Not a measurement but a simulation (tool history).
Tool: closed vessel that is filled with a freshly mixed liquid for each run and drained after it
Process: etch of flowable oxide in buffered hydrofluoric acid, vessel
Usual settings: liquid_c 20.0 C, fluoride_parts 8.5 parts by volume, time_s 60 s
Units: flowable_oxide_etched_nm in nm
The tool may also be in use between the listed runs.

run	hour	liquid_c	fluoride_parts	time_s	wafers since the last listed run	hours since the thermometer was replaced	hours since the hydrofluoric acid flow meter was replaced	hours since the gauge calibration	read-back film thickness of the flowable oxide reference wafer, read on the same gauge (nm)	flowable_oxide_etched_nm
1	0.0	20.0	8.5	60	0	438.4	1573.1	20.4	109.83	286.86
2	56.5	20.0	8.5	60	6455	494.9	1629.6	76.9	109.77	282.67
3	99.7	20.0	8.5	60	4935	538.1	1672.8	120.1	109.66	286.41
4	136.8	20.0	8.5	40	4238	575.2	1709.9	157.2	109.56	190.78
5	190.3	24.0	11.0	60	6112	628.7	1763.4	210.7	109.34	283.76
6	239.9	24.0	11.0	60	5666	678.3	1813.0	260.3	109.05	282.48
# hour 250.6: thermometer replaced
7	291.9	24.0	11.0	60	5826	41.3	1865.0	312.3	108.73	282.92
8	317.9	23.0	8.5	60	2970	67.3	1891.0	338.3	108.52	332.32
9	351.6	20.0	6.0	35	3850	101.0	1924.7	372.0	108.26	231.56
# hour 363.2: hydrofluoric acid flow meter replaced
10	393.1	20.0	10.0	35	4627	142.5	29.9	413.5	107.86	145.65
# hour 413.9: gauge calibrated
11	426.0	20.0	8.5	60	3758	175.4	62.8	12.1	109.90	286.12
12	473.5	20.0	9.5	95	5427	222.9	110.3	59.6	109.86	413.26
13	536.1	17.0	8.5	60	7152	285.5	172.9	122.2	109.73	241.13
14	594.5	17.0	7.5	40	6672	343.9	231.3	180.6	109.57	183.81
15	639.0	20.0	8.5	60	5084	388.4	275.8	225.1	109.33	285.57
16	677.3	24.0	11.0	60	4375	426.7	314.1	263.4	109.12	284.81

Forecast each of these 4 alternatives for the next run:
A	678.0	20.0	8.5	60	79	427.4	314.8	264.1	?	?
B	678.0	20.0	10.0	95	79	427.4	314.8	264.1	?	?
C	678.0	23.5	9.5	40	79	427.4	314.8	264.1	?	?
D	678.0	18.5	8.5	75	79	427.4	314.8	264.1	?	?

run	read-back film thickness of the flowable oxide reference wafer, read on the same gauge (nm)	flowable_oxide_etched_nm
A	109.12	284.49
B	109.12	396.14
C	109.12	209.09
D	109.12	326.84
Without the tool's hidden state the same runs would have given:
run	flowable_oxide_etched_nm
A	286.77
B	399.32
C	210.77
D	329.46

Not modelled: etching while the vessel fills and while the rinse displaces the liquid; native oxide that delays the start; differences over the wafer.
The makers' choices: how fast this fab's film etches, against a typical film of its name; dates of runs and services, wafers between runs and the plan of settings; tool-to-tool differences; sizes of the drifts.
